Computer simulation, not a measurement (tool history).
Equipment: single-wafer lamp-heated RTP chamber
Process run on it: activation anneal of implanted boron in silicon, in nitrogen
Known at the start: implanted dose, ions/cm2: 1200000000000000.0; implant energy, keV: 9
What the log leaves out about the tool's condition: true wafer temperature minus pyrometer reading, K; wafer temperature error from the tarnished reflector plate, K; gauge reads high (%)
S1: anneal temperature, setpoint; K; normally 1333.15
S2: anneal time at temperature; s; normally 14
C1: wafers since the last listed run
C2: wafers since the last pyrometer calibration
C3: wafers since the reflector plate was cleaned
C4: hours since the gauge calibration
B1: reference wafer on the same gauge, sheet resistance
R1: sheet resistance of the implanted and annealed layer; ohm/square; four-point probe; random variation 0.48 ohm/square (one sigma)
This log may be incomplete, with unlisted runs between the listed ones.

| run | hour | S1 | S2 | C1 | C2 | C3 | C4 | B1 | R1 |
|---|---|---|---|---|---|---|---|---|---|
| 1 | 0.0 | 1333.15 | 14 | 0 | 935 | 2639 | 92.6 | 79.50 | 98.08 |
| 2 | 22.0 | 1333.15 | 14 | 241 | 1177 | 2880 | 114.6 | 79.75 | 98.51 |
| 3 | 37.3 | 1333.15 | 14 | 167 | 1344 | 3048 | 129.9 | 79.67 | 98.05 |
| 4 | 47.6 | 1333.15 | 14 | 112 | 1457 | 3161 | 140.2 | 79.64 | 97.62 |
| 5 | 62.8 | 1333.15 | 14 | 166 | 1624 | 3328 | 155.4 | 79.68 | 98.46 |
| 6 | 79.0 | 1333.15 | 14 | 177 | 1801 | 3505 | 171.6 | 79.70 | 98.38 |
| 7 | 93.2 | 1333.15 | 14 | 155 | 1957 | 3661 | 185.8 | 79.94 | 97.79 |
| 8 | 116.3 | 1333.15 | 14 | 253 | 2210 | 3914 | 208.9 | 79.78 | 98.62 |
|  | 122.1 | gauge calibrated |
| 9 | 123.0 | 1333.15 | 14 | 73 | 2284 | 3988 | 0.9 | 79.54 | 97.45 |
| 10 | 131.7 | 1333.15 | 14 | 95 | 2379 | 4083 | 9.6 | 79.61 | 98.14 |
| 11 | 143.8 | 1333.15 | 14 | 132 | 2512 | 4216 | 21.7 | 79.69 | 98.03 |
| 12 | 153.5 | 1320.15 | 14 | 106 | 2618 | 4322 | 31.4 | 79.76 | 100.13 |
| 13 | 171.4 | 1315.15 | 22 | 196 | 2814 | 4518 | 49.3 | 79.82 | 98.51 |
| 14 | 181.8 | 1359.15 | 14 | 114 | 2928 | 4632 | 59.7 | 79.76 | 94.23 |
|  | 193.6 | pyrometer window cleaned and pyrometer calibrated |
| 15 | 194.1 | 1349.15 | 14 | 47 | 5 | 4679 | 72.0 | 79.75 | 95.26 |
| 16 | 230.4 | 1333.15 | 14 | 397 | 403 | 5077 | 108.3 | 79.74 | 96.53 |
| 17 | 240.7 | 1311.15 | 14 | 112 | 516 | 5190 | 118.6 | 79.75 | 101.02 |
|  | 264.1 | pyrometer window cleaned and pyrometer calibrated, repeated, since the last time left the tool worse |
| 18 | 264.6 | 1333.15 | 8 | 174 | 5 | 5364 | 142.5 | 79.61 | 103.32 |
|  | 279.5 | reflector plate cleaned |
| 19 | 280.0 | 1342.15 | 7 | 81 | 86 | 5 | 157.9 | 79.64 | 99.96 |
| 20 | 285.9 | 1333.15 | 20 | 64 | 151 | 70 | 163.8 | 79.73 | 97.09 |
| 21 | 297.6 | 1304.15 | 9 | 128 | 279 | 198 | 175.5 | 79.74 | 107.78 |
| 22 | 315.5 | 1360.15 | 6 | 196 | 476 | 394 | 193.4 | 79.51 | 97.68 |
|  | 315.5 | gauge calibrated |
| 23 | 330.2 | 1333.15 | 22 | 161 | 637 | 555 | 14.7 | 79.64 | 95.83 |
| 24 | 341.4 | 1349.15 | 14 | 122 | 760 | 678 | 25.9 | 79.61 | 96.31 |
| 25 | 351.3 | 1323.15 | 19 | 108 | 868 | 787 | 35.8 | 79.74 | 98.10 |

Per-run results on a tool with no hidden state, each run keeping its own random variation:
| run | R1 |
|---|---|
| 1 | 99.05 |
| 2 | 99.61 |
| 3 | 99.22 |
| 4 | 98.83 |
| 5 | 99.73 |
| 6 | 99.70 |
| 7 | 99.14 |
| 8 | 100.03 |
| 9 | 98.86 |
| 10 | 99.57 |
| 11 | 99.48 |
| 12 | 101.83 |
| 13 | 100.42 |
| 14 | 94.98 |
| 15 | 96.90 |
| 16 | 99.28 |
| 17 | 104.73 |
| 18 | 103.48 |
| 19 | 100.35 |
| 20 | 97.48 |
| 21 | 108.54 |
| 22 | 98.26 |
| 23 | 96.54 |
| 24 | 97.05 |
| 25 | 99.25 |
